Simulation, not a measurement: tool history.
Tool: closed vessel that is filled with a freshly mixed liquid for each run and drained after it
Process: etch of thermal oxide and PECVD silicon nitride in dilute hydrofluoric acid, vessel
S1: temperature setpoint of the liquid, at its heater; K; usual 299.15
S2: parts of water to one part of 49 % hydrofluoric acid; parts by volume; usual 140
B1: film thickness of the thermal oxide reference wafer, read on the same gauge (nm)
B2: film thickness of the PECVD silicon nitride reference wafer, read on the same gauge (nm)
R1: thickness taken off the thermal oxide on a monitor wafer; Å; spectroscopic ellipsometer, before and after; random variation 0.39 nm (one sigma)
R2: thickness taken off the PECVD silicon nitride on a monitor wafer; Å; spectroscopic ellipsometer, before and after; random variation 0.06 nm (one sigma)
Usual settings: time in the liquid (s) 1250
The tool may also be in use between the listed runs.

run 1 hour=0 | S1=299.15 S2=140 time_in_the_liquid_(s)=750 | B1=100.02 B2=60.01 | R1=258.3 R2=106.1
run 2 hour=75.6 | S1=301.65 S2=140 time_in_the_liquid_(s)=1250 | B1=99.99 B2=59.96 | R1=482.4 R2=208.2
-- hour=122.5 gauge calibrated
run 3 hour=122.8 | S1=301.65 S2=140 time_in_the_liquid_(s)=1250 | B1=100.01 B2=59.98 | R1=483.1 R2=208.6
run 4 hour=223.8 | S1=301.65 S2=140 time_in_the_liquid_(s)=1250 | B1=100.03 B2=60.01 | R1=477.3 R2=210.3
run 5 hour=284.7 | S1=299.15 S2=140 time_in_the_liquid_(s)=1250 | B1=100 B2=59.96 | R1=443.4 R2=180
run 6 hour=338.1 | S1=299.15 S2=140 time_in_the_liquid_(s)=1250 | B1=99.99 B2=60 | R1=445.9 R2=180.7
run 7 hour=407.5 | S1=299.15 S2=140 time_in_the_liquid_(s)=1250 | B1=100.02 B2=60 | R1=455.4 R2=181.6
run 8 hour=451.3 | S1=301.15 S2=140 time_in_the_liquid_(s)=1250 | B1=100 B2=60.02 | R1=486.5 R2=206
run 9 hour=497.1 | S1=299.15 S2=140 time_in_the_liquid_(s)=1250 | B1=100 B2=60.01 | R1=456.4 R2=183.1
-- hour=546.9 thermometer replaced
run 10 hour=550 | S1=299.15 S2=195 time_in_the_liquid_(s)=1250 | B1=100.02 B2=60.01 | R1=308.8 R2=131.7
run 11 hour=592.8 | S1=297.65 S2=75 time_in_the_liquid_(s)=780 | B1=100 B2=59.98 | R1=539.6 R2=194
run 12 hour=632.6 | S1=299.15 S2=200 time_in_the_liquid_(s)=1830 | B1=99.98 B2=59.97 | R1=430 R2=189.6
run 13 hour=702.3 | S1=302.65 S2=165 time_in_the_liquid_(s)=1560 | B1=100.01 B2=60 | R1=537.7 R2=244.2
run 14 hour=747.7 | S1=299.15 S2=90 time_in_the_liquid_(s)=1250 | B1=100.01 B2=60.02 | R1=762.2 R2=288.4
run 15 hour=799 | S1=303.65 S2=175 time_in_the_liquid_(s)=1250 | B1=99.99 B2=59.99 | R1=416.9 R2=197.4
-- hour=869.6 hydrofluoric acid flow meter replaced
run 16 hour=896.4 | S1=299.15 S2=140 time_in_the_liquid_(s)=595 | B1=100 B2=59.98 | R1=203.5 R2=84.5
run 17 hour=961 | S1=297.15 S2=205 time_in_the_liquid_(s)=1440 | B1=100 B2=60 | R1=298 R2=123.2
run 18 hour=1014.8 | S1=295.65 S2=140 time_in_the_liquid_(s)=1060 | B1=100 B2=60 | R1=331.1 R2=120.8
run 19 hour=1083.1 | S1=299.15 S2=100 time_in_the_liquid_(s)=1770 | B1=100.01 B2=59.96 | R1=910.8 R2=355.6
-- hour=1127 gauge calibrated
run 20 hour=1148.5 | S1=304.15 S2=140 time_in_the_liquid_(s)=950 | B1=99.98 B2=59.99 | R1=409.2 R2=186.5
run 21 hour=1213.1 | S1=295.15 S2=140 time_in_the_liquid_(s)=1720 | B1=100 B2=60.01 | R1=531 R2=192
run 22 hour=1275.9 | S1=299.15 S2=140 time_in_the_liquid_(s)=1250 | B1=99.99 B2=59.99 | R1=449.2 R2=181.3
run 23 hour=1304.4 | S1=299.15 S2=140 time_in_the_liquid_(s)=1250 | B1=100 B2=60 | R1=456.8 R2=183.1
run 24 hour=1370.4 | S1=302.65 S2=80 time_in_the_liquid_(s)=1685 | B1=100.02 B2=60.02 | R1=1334.2 R2=540.6

Forecast each of these 5 alternatives for the next run:
run A hour=1371.4 | S1=299.15 S2=110 time_in_the_liquid_(s)=1250 | B1=? B2=? | R1=? R2=?
run B hour=1371.4 | S1=296.65 S2=200 time_in_the_liquid_(s)=1250 | B1=? B2=? | R1=? R2=?
run C hour=1371.4 | S1=295.15 S2=105 time_in_the_liquid_(s)=1050 | B1=? B2=? | R1=? R2=?
run D hour=1371.4 | S1=300.65 S2=140 time_in_the_liquid_(s)=1565 | B1=? B2=? | R1=? R2=?
run E hour=1371.4 | S1=300.65 S2=115 time_in_the_liquid_(s)=1515 | B1=? B2=? | R1=? R2=?

run=A B1=100 B2=60.02 R1=600 R2=233.2
run=B B1=100 B2=60.02 R1=271.3 R2=109.8
run=C B1=100 B2=60.02 R1=453.4 R2=157.6
run=D B1=100 B2=60.02 R1=602.5 R2=252.6
run=E B1=100 B2=60.02 R1=732.3 R2=297.8
Without the tool's hidden state the same runs would have given:
run=A R1=571.3 R2=223.4
run=B R1=257.5 R2=105.2
run=C R1=432 R2=151.1
run=D R1=572.7 R2=241.9
run=E R1=696.9 R2=285.2
